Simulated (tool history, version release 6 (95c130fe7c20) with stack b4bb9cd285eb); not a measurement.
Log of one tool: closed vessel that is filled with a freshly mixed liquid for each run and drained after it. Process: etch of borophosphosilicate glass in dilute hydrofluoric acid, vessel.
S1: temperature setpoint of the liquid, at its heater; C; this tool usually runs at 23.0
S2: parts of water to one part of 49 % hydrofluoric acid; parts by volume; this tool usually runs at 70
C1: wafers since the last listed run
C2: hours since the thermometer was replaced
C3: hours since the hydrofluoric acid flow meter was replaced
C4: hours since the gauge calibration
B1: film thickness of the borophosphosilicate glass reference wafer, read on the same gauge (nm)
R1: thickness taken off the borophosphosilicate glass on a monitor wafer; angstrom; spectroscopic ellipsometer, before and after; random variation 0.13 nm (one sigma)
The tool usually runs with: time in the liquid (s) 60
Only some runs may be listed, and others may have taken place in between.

Run 1, hour 0.0: usual settings; C1 0; C2 2509.9; C3 388.4; C4 969.7; B1 49.98. Result: R1 358.2 angstrom.
Run 2, hour 48.9: usual settings; C1 3180; C2 2558.8; C3 437.3; C4 1018.6; B1 50.00. Result: R1 353.5 angstrom.
Run 3, hour 138.6: usual settings; C1 5833; C2 2648.5; C3 527.0; C4 1108.3; B1 49.98. Result: R1 360.5 angstrom.
At hour 372.2: hydrofluoric acid flow meter replaced.
Run 4, hour 400.6: usual settings but S1 19.5 C; C1 16975; C2 2910.5; C3 28.4; C4 1370.3; B1 50.01. Result: R1 307.4 angstrom.
Run 5, hour 437.1: usual settings but S1 19.5 C; C1 2373; C2 2947.0; C3 64.9; C4 1406.8; B1 50.00. Result: R1 309.6 angstrom.
Run 6, hour 520.9: usual settings but time in the liquid (s) 45; C1 5450; C2 3030.8; C3 148.7; C4 1490.6; B1 49.96. Result: R1 268.1 angstrom.
Run 7, hour 562.8: usual settings; C1 2725; C2 3072.7; C3 190.6; C4 1532.5; B1 49.96. Result: R1 362.2 angstrom.
At hour 610.3: thermometer replaced.
Run 8, hour 613.6: usual settings; C1 3238; C2 3.3; C3 241.4; C4 1583.3; B1 49.95. Result: R1 329.6 angstrom.
At hour 650.3: gauge calibrated.
Run 9, hour 717.2: usual settings but S2 90 parts by volume; C1 6738; C2 106.9; C3 345.0; C4 66.9; B1 49.98. Result: R1 253.7 angstrom.
Run 10, hour 803.8: usual settings but S2 90 parts by volume; C1 5632; C2 193.5; C3 431.6; C4 153.5; B1 49.98. Result: R1 253.2 angstrom.
Run 11, hour 903.2: usual settings; C1 6464; C2 292.9; C3 531.0; C4 252.9; B1 49.99. Result: R1 336.2 angstrom.
Run 12, hour 1061.1: usual settings but time in the liquid (s) 35; C1 10269; C2 450.8; C3 688.9; C4 410.8; B1 49.95. Result: R1 199.9 angstrom.
Run 13, hour 1119.1: usual settings but time in the liquid (s) 80; C1 3772; C2 508.8; C3 746.9; C4 468.8; B1 50.01. Result: R1 460.1 angstrom.
At hour 1128.2: hydrofluoric acid flow meter replaced.
Run 14, hour 1206.3: usual settings; C1 5606; C2 596.0; C3 78.1; C4 556.0; B1 49.99. Result: R1 334.0 angstrom.
Run 15, hour 1301.8: usual settings but S2 55 parts by volume, time in the liquid (s) 30; C1 6211; C2 691.5; C3 173.6; C4 651.5; B1 50.02. Result: R1 219.2 angstrom.
Run 16, hour 1387.9: usual settings but S2 85 parts by volume; C1 5599; C2 777.6; C3 259.7; C4 737.6; B1 50.02. Result: R1 272.0 angstrom.
Run 17, hour 1461.3: usual settings but S1 25.0 C, S2 45 parts by volume, time in the liquid (s) 95; C1 4773; C2 851.0; C3 333.1; C4 811.0; B1 50.00. Result: R1 937.5 angstrom.
Run 18, hour 1524.6: usual settings but S1 26.5 C, time in the liquid (s) 50; C1 4116; C2 914.3; C3 396.4; C4 874.3; B1 49.99. Result: R1 329.3 angstrom.
Run 19, hour 1617.7: usual settings but S2 95 parts by volume; C1 6055; C2 1007.4; C3 489.5; C4 967.4; B1 49.99. Result: R1 245.3 angstrom.
Run 20, hour 1692.6: usual settings but S1 21.0 C, S2 60 parts by volume, time in the liquid (s) 30; C1 4871; C2 1082.3; C3 564.4; C4 1042.3; B1 50.00. Result: R1 187.1 angstrom.
Run 21, hour 1731.5: usual settings; C1 2530; C2 1121.2; C3 603.3; C4 1081.2; B1 50.00. Result: R1 344.0 angstrom.
Run 22, hour 1825.1: usual settings but S1 20.5 C; C1 6087; C2 1214.8; C3 696.9; C4 1174.8; B1 49.99. Result: R1 313.0 angstrom.

Hidden state or all else? Some run-to-run changes of R1, split into what the settings, what came in and random variation would give without the hidden state, and what is left for the hidden state (with any gauge scatter that isn't in both results):
The tool's hidden condition here consists of: liquid hotter than its thermometer reads (K); hydrofluoric acid flow above the setpoint (%); gauge reads high (%).
Run 7 -> 8: thermometer replaced. R1 -32.6 angstrom: hidden state -29.4, all else -3.2.
Run 16 -> 17: S1 23.0 -> 25.0, S2 85 -> 45, time in the liquid (s) 60 -> 95. R1 +665.5 angstrom: hidden state +28.8, all else +636.7.
Run 17 -> 18: S1 25.0 -> 26.5, S2 45 -> 70, time in the liquid (s) 95 -> 50. R1 -608.2 angstrom: hidden state -23.8, all else -584.4.
